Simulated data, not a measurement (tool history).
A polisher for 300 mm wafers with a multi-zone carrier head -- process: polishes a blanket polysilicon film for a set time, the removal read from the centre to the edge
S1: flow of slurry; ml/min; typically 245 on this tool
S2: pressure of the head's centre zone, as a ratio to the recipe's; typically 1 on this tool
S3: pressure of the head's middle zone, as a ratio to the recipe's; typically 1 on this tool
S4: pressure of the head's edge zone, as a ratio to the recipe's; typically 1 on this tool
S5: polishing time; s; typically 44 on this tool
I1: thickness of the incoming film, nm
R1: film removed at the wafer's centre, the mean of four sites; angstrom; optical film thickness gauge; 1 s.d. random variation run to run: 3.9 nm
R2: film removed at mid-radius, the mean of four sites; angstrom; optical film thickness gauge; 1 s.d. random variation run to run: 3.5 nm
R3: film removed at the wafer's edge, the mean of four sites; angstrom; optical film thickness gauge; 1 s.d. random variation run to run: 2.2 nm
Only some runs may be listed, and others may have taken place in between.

Run 1, hour 0: usual settings; I1 1780. Result: R1 3419 angstrom, R2 3722 angstrom, R3 3419 angstrom.
Run 2, hour 69.2: usual settings; I1 1786.7. Result: R1 3550 angstrom, R2 3715 angstrom, R3 3427 angstrom.
Run 3, hour 146.3: usual settings; I1 1812.4. Result: R1 3413 angstrom, R2 3746 angstrom, R3 3449 angstrom.
At hour 182.1: worn pad replaced by a new one.
Run 4, hour 222.9: usual settings but S3 0.92; I1 1770.7. Result: R1 3447 angstrom, R2 3457 angstrom, R3 3428 angstrom.
Run 5, hour 275.3: usual settings but S3 0.92; I1 1790.4. Result: R1 3446 angstrom, R2 3458 angstrom, R3 3447 angstrom.
Run 6, hour 349.6: usual settings but S3 0.92; I1 1762.2. Result: R1 3459 angstrom, R2 3440 angstrom, R3 3441 angstrom.
At hour 369.2: slurry nozzle cleaned.
At hour 400.3: worn pad replaced by a new one.
Run 7, hour 407.4: usual settings but S2 1.06; I1 1822.3. Result: R1 3658 angstrom, R2 3766 angstrom, R3 3429 angstrom.
Run 8, hour 461.8: usual settings but S2 1.06; I1 1796.9. Result: R1 3593 angstrom, R2 3701 angstrom, R3 3396 angstrom.
At hour 490.4: edge zone pressure recalibrated.
Run 9, hour 508.6: usual settings but S4 1.04; I1 1821. Result: R1 3334 angstrom, R2 3734 angstrom, R3 3487 angstrom.
Run 10, hour 573.8: usual settings but S1 180 ml/min, S2 0.91, S4 0.97; I1 1763.4. Result: R1 2891 angstrom, R2 3632 angstrom, R3 3305 angstrom.
At hour 671.4: worn pad replaced by a new one, of another model than before.
At hour 672.3: centre zone pressure recalibrated.
Run 11, hour 673.9: usual settings; I1 1811.1. Result: R1 3525 angstrom, R2 3764 angstrom, R3 3419 angstrom.
Run 12, hour 710.7: usual settings; I1 1821.8. Result: R1 3507 angstrom, R2 3760 angstrom, R3 3430 angstrom.
At hour 758.5: carrier head's membrane replaced by a new one.
Run 13, hour 807: usual settings but S2 1.08, S4 1.07; I1 1801.5. Result: R1 3741 angstrom, R2 3714 angstrom, R3 3495 angstrom.
Run 14, hour 891.3: usual settings but S4 1.09; I1 1779.2. Result: R1 3533 angstrom, R2 3678 angstrom, R3 3620 angstrom.
At hour 945.6: worn pad replaced by a new one.
Run 15, hour 976.7: usual settings but S4 1.04; I1 1797.6. Result: R1 3490 angstrom, R2 3683 angstrom, R3 3510 angstrom.

Forecast run 16:
Run 16, hour 1067.5: usual settings but S1 325 ml/min, S2 1.11, S4 1.06; I1 1786.5. Result: R1 ?, R2 ?, R3 ?.

{"run 16": {"R1": 3991, "R2": 3781, "R3": 3604}}
With the hidden condition absent and the run-to-run variation left alone, this run would have shown R1 4028 angstrom, R2 3781 angstrom, R3 3604 angstrom.

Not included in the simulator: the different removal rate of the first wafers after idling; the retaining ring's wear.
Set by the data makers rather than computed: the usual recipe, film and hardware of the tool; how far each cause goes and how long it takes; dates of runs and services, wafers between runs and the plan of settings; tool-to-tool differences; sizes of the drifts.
